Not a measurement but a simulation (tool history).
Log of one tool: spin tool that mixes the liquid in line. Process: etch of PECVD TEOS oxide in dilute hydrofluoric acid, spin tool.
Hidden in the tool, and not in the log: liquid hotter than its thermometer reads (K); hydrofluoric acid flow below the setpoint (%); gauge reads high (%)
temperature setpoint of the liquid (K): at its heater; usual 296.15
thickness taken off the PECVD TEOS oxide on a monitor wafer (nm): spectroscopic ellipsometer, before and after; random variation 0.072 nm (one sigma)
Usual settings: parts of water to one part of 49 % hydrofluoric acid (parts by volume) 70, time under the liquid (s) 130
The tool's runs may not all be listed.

run,day,temperature setpoint of the liquid (K),parts of water to one part of 49 % hydrofluoric acid (parts by volume),time under the liquid (s),wafers since the last listed run,hours since the thermometer was replaced,hours since the hydrofluoric acid flow meter was replaced,hours since the gauge calibration,"read-back film thickness of the PECVD TEOS oxide reference wafer, read on the same gauge (nm)",thickness taken off the PECVD TEOS oxide on a monitor wafer (nm)
1,0.000,296.15,60,130,0,2254.8,1813.6,266.5,110.00,15.52
2,4.179,296.15,60,130,765,2355.1,1913.9,366.8,110.02,15.35
3,5.521,297.65,70,160,245,2387.3,1946.1,399.0,110.00,16.83
4,6.821,296.15,50,130,238,2418.5,1977.3,430.2,109.98,18.59
5,7.696,296.15,50,130,160,2439.5,1998.3,451.2,110.01,18.69
# day 7.771: gauge calibrated
# day 9.825: thermometer replaced
6,11.996,298.15,45,130,780,52.1,2101.5,101.4,110.01,22.37
7,12.546,298.15,45,130,100,65.3,2114.7,114.6,110.00,22.45
8,13.892,296.15,70,130,246,97.6,2147.0,146.9,109.99,12.80
9,15.033,298.15,45,130,209,125.0,2174.4,174.3,110.00,22.39
10,16.521,292.65,70,130,272,160.7,2210.1,210.0,109.98,10.98
11,17.567,296.15,70,65,191,185.8,2235.2,235.1,110.03,6.37
12,18.150,301.15,35,165,106,199.8,2249.2,249.1,109.99,41.86
# day 18.388: hydrofluoric acid flow meter replaced
13,19.138,299.65,90,200,173,223.5,18.0,272.8,109.99,20.03
14,20.521,294.65,70,205,253,256.7,51.2,306.0,109.99,22.02

The next listed run, before its measurement:
15,21.538,300.65,70,180,186,281.1,75.6,330.4,?,?

{"run 15": {"read-back film thickness of the PECVD TEOS oxide reference wafer, read on the same gauge (nm)": 109.99, "thickness taken off the PECVD TEOS oxide on a monitor wafer (nm)": 24.64}}
Without the tool's hidden state the same run would have given thickness taken off the PECVD TEOS oxide on a monitor wafer (nm) 25.14.

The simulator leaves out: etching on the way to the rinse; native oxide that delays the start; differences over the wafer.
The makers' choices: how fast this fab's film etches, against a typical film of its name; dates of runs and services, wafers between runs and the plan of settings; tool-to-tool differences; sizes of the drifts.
